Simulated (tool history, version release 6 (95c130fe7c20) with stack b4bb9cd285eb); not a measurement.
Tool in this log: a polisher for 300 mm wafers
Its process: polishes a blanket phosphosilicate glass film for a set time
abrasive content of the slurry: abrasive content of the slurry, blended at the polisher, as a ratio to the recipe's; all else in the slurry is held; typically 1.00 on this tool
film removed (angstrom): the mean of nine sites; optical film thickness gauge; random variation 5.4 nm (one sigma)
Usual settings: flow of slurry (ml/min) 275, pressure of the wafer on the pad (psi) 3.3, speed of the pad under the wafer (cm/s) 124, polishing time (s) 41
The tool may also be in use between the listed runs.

run	hour	flow of slurry (ml/min)	pressure of the wafer on the pad (psi)	speed of the pad under the wafer (cm/s)	abrasive content of the slurry	polishing time (s)	incoming thickness of the incoming film, nm	film removed (angstrom)
1	0.0	275	3.3	124	1.00	41	2302.3	4670
2	25.5	275	3.3	124	1.00	41	2307.7	4526
3	93.3	275	3.3	124	1.00	41	2291.1	4245
# hour 149.2: slurry blender recalibrated
4	149.7	250	3.3	124	1.00	41	2326.1	4630
# hour 183.4: worn pad replaced by a new one
5	186.6	275	3.3	124	1.00	41	2305.8	4673
6	242.3	275	3.3	124	1.00	44	2304.1	4850
# hour 288.7: conditioning disc replaced and pad reconditioned
7	294.0	275	3.3	124	1.00	41	2283.1	4458
8	324.8	275	3.3	124	1.00	41	2298.9	4245
# hour 377.6: slurry blender recalibrated
# hour 384.0: worn pad replaced by a new one
9	396.0	275	3.3	124	1.00	41	2277.9	4652
10	434.9	275	3.3	124	1.00	41	2343.3	4662
11	522.0	275	2.3	152	1.00	53	2313.4	4580
# hour 540.6: slurry nozzle cleaned
# hour 561.5: head pressure recalibrated
# hour 572.5: slurry blender recalibrated
12	579.4	275	3.3	124	1.00	41	2307.3	4692
# hour 584.3: worn pad replaced by a new one
13	642.6	275	3.3	124	1.00	41	2316.3	4583
14	700.9	325	2.3	142	1.20	41	2294.6	3865
15	760.5	275	4.3	124	1.00	41	2326.0	5536
# hour 764.0: slurry blender recalibrated
# hour 777.5: conditioning disc replaced and pad reconditioned
# hour 809.3: worn pad replaced by a new one
16	809.8	275	2.7	96	1.25	53	2324.2	4830
17	861.8	275	3.3	124	1.00	41	2312.3	4667
18	918.6	275	2.4	124	1.20	41	2290.4	3514
# hour 948.9: slurry blender recalibrated
19	969.9	275	3.3	124	1.00	41	2292.8	4699
# hour 1022.7: worn pad replaced by a new one
20	1023.2	355	3.3	124	1.00	41	2290.2	4741
21	1084.8	275	4.2	124	1.00	41	2317.4	5594

Measured less the same run without the tool's hidden state. The same run-to-run variation is in both; the gauge's scatter may not be:
Hidden conditions of the tool in this case: removal rate lost through wear of the pad, %; slurry flow missing at the pad, %; deviation of the head's pressure from its setpoint, %; abrasive missing from the slurry, %; time polished since the conditioner stopped cutting, s.
run	film removed (angstrom)
1	-215
2	-280
3	-557
4	-156
5	-178
6	-289
7	-437
8	-562
9	-154
10	-197
11	-435
12	-73
13	-137
14	-218
15	-696
16	-133
17	-239
18	-306
19	-140
20	-195
21	-467
